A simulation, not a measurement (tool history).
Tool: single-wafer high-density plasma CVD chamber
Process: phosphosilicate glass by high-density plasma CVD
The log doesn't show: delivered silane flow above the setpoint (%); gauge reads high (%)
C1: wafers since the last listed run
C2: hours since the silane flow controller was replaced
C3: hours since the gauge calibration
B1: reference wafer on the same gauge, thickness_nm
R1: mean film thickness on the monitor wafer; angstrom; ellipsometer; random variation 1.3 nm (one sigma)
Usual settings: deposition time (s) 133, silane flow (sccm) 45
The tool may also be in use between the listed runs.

Run 1, hour 0.0: usual settings; C1 0; C2 3109.7; C3 36.6; B1 699.760. Result: R1 5568.16 angstrom.
Run 2, hour 12.3: usual settings; C1 143; C2 3122.0; C3 48.9; B1 700.147. Result: R1 5596.94 angstrom.
Run 3, hour 93.5: usual settings; C1 950; C2 3203.2; C3 130.1; B1 699.802. Result: R1 5600.17 angstrom.
Run 4, hour 111.3: usual settings; C1 208; C2 3221.0; C3 147.9; B1 699.769. Result: R1 5572.14 angstrom.
Run 5, hour 144.9: usual settings; C1 393; C2 3254.6; C3 181.5; B1 699.965. Result: R1 5560.12 angstrom.
Run 6, hour 171.3: usual settings; C1 308; C2 3281.0; C3 207.9; B1 699.887. Result: R1 5559.54 angstrom.
At hour 199.7: silane flow controller replaced.
Run 7, hour 200.8: usual settings; C1 251; C2 1.1; C3 237.4; B1 700.045. Result: R1 5423.72 angstrom.
Run 8, hour 212.9: usual settings but deposition time (s) 142, silane flow (sccm) 41; C1 141; C2 13.2; C3 249.5; B1 699.884. Result: R1 5274.10 angstrom.
Run 9, hour 241.7: usual settings but deposition time (s) 144; C1 337; C2 42.0; C3 278.3; B1 700.131. Result: R1 5887.00 angstrom.
Run 10, hour 254.1: usual settings but deposition time (s) 144; C1 145; C2 54.4; C3 290.7; B1 700.142. Result: R1 5875.57 angstrom.
Run 11, hour 283.2: usual settings but deposition time (s) 144; C1 340; C2 83.5; C3 319.8; B1 700.042. Result: R1 5865.28 angstrom.
Run 12, hour 302.8: usual settings; C1 229; C2 103.1; C3 339.4; B1 699.799. Result: R1 5422.57 angstrom.
At hour 316.7: silane flow controller replaced, repeated, since the last time left the tool worse.
Run 13, hour 325.9: usual settings but deposition time (s) 150; C1 176; C2 9.2; C3 362.5; B1 700.123. Result: R1 6616.17 angstrom.
Run 14, hour 341.1: usual settings but deposition time (s) 154, silane flow (sccm) 42; C1 177; C2 24.4; C3 377.7; B1 700.186. Result: R1 6314.66 angstrom.

Run 15 comes next. What will it give?
Run 15, hour 359.6: usual settings but deposition time (s) 121, silane flow (sccm) 41; C1 216; C2 42.9; C3 396.2; B1 ?. Result: R1 ?.

{"run 15": {"B1": 700.011, "R1": 4855.11}}
Without the tool's hidden state the same run would have given R1 4873.04 angstrom.
